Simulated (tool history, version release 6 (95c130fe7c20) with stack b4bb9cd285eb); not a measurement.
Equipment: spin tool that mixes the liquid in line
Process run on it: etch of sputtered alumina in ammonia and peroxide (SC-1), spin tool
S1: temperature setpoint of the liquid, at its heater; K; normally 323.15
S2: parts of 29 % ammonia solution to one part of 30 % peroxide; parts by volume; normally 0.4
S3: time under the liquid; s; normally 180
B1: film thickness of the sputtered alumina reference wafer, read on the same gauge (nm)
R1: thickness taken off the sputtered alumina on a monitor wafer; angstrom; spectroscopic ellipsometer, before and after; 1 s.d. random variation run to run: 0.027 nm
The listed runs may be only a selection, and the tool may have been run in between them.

run	hour	S1	S2	S3	B1	R1
1	0	323.15	0.4	105	40.62	40.4
# hour 4.7: new drum of ammonia solution connected
2	25.2	323.15	0.25	180	40.65	66.2
3	77.2	323.15	0.25	180	40.67	65.7
4	106.2	323.15	0.4	180	40.69	68.9
5	137.9	323.15	0.4	180	40.74	69.1
6	205.6	323.15	0.4	180	40.83	69.1
7	230.2	323.15	0.4	180	40.81	69.2
8	297	323.15	0.4	180	40.85	69
# hour 302.9: new drum of ammonia solution connected
9	380.8	323.15	0.4	180	40.94	69.2
# hour 395.8: thermometer replaced
10	425.5	323.15	0.25	100	40.97	36.9
11	464.3	323.15	0.25	100	41.01	36.6
# hour 506.9: heated supply line repaired
12	512.2	323.15	0.4	180	41.03	69.6
# hour 524.1: gauge calibrated
13	555.1	319.65	0.45	210	40.07	65.8
# hour 579.7: new drum of ammonia solution connected
14	595.7	323.15	0.4	270	40.14	102.2
# hour 614.3: ammonia flow meter replaced
15	644.5	323.15	0.4	235	40.14	88.4
16	711	323.15	0.45	180	40.2	68.9
17	749	323.15	0.4	180	40.22	68.2
18	804.6	314.65	0.5	180	40.26	42.9
# hour 946: new drum of ammonia solution connected
19	957.1	323.15	0.4	180	40.4	68.5
20	1028.1	320.15	0.45	75	40.48	24.4
21	1063.3	320.15	0.45	75	40.49	24.4
22	1122.4	330.65	0.6	85	40.55	50.6

Here are 5 independent what-if runs from the current tool condition. What would each one return?
A	1122.9	323.15	0.4	275	?	?
B	1122.9	314.65	0.2	180	?	?
C	1122.9	332.65	0.35	75	?	?
D	1122.9	326.65	0.4	235	?	?
E	1122.9	318.65	0.55	180	?	?

run	B1	R1
A	40.59	105
B	40.59	39.7
C	40.59	46.9
D	40.59	108.5
E	40.59	55.1
With no hidden state in the tool, these same runs would have given:
run	R1
A	103.6
B	39.2
C	46.3
D	107.1
E	54.3

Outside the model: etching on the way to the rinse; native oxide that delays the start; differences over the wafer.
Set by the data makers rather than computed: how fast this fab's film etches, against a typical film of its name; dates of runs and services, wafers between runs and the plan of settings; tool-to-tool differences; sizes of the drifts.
